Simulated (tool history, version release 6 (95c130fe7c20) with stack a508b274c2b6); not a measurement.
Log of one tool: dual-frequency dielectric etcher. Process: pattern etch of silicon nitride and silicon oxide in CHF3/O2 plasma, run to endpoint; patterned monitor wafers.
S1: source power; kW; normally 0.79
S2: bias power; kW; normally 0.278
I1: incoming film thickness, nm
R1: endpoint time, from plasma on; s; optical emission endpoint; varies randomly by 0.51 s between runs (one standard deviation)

run,hour,S1,S2,I1,R1
1,0,0.79,0.278,291.3,167.2
2,12,0.79,0.278,291.7,167.2
3,28.6,0.66,0.278,291.7,175.4
4,36.2,0.66,0.278,294.3,176.4
5,49.7,0.66,0.278,295.3,177.2
6,66.1,0.79,0.293,291.6,164.2
7,73.5,0.67,0.278,291.4,173.3
8,87.1,0.67,0.278,290.3,173
9,93.6,0.79,0.278,292.6,166.7
10,128.1,0.79,0.294,294.1,165
11,143.4,0.79,0.294,297.2,166.5
12,157,0.67,0.216,291.9,186.7
# hour 197.1: upper electrode replaced
# hour 217.4: wet clean of the chamber
13,217.9,0.79,0.278,293,169.2
14,218.3,0.63,0.321,292.7,171.5
15,218.7,0.95,0.323,296,154
16,234.7,0.79,0.278,295.5,170.1
# hour 265.8: bias power generator calibrated
17,268.4,0.63,0.224,291.8,189.3
# hour 279.1: source power generator calibrated
18,283,0.63,0.305,294.2,174.4
19,294.5,0.79,0.278,296.2,170.6
20,304.1,0.79,0.278,291.7,167.9
21,310.9,0.7,0.237,293.3,181.8
22,322,0.79,0.278,295.5,168.3
23,366.9,0.72,0.246,296.3,180.4
24,378.2,0.96,0.242,292.9,164.7
25,385.9,0.69,0.278,291.9,174
26,400.9,0.79,0.278,290.8,165.5
27,415.5,0.79,0.278,294.8,169.2
28,423.6,0.79,0.25,292.2,173.1
29,437.2,0.91,0.257,294,166
30,449.6,0.84,0.209,292.3,176.6
31,459.8,0.79,0.278,291.5,166.3
32,471,0.61,0.317,292.3,172.5
33,488.3,0.96,0.278,290.6,156.3
34,501,0.66,0.336,289.1,162.1

Forecast each of these 5 alternatives for the next run:
A,501.5,0.79,0.278,295.5,?
B,501.5,0.79,0.316,295.5,?
C,501.5,0.86,0.253,295.5,?
D,501.5,0.86,0.334,295.5,?
E,501.5,0.98,0.305,295.5,?

run,R1
A,168.2
B,161.8
C,168.8
D,155.4
E,153.9
What these runs would have given with no unlogged condition in the tool:
run,R1
A,169.7
B,163.3
C,170.3
D,156.8
E,155.3

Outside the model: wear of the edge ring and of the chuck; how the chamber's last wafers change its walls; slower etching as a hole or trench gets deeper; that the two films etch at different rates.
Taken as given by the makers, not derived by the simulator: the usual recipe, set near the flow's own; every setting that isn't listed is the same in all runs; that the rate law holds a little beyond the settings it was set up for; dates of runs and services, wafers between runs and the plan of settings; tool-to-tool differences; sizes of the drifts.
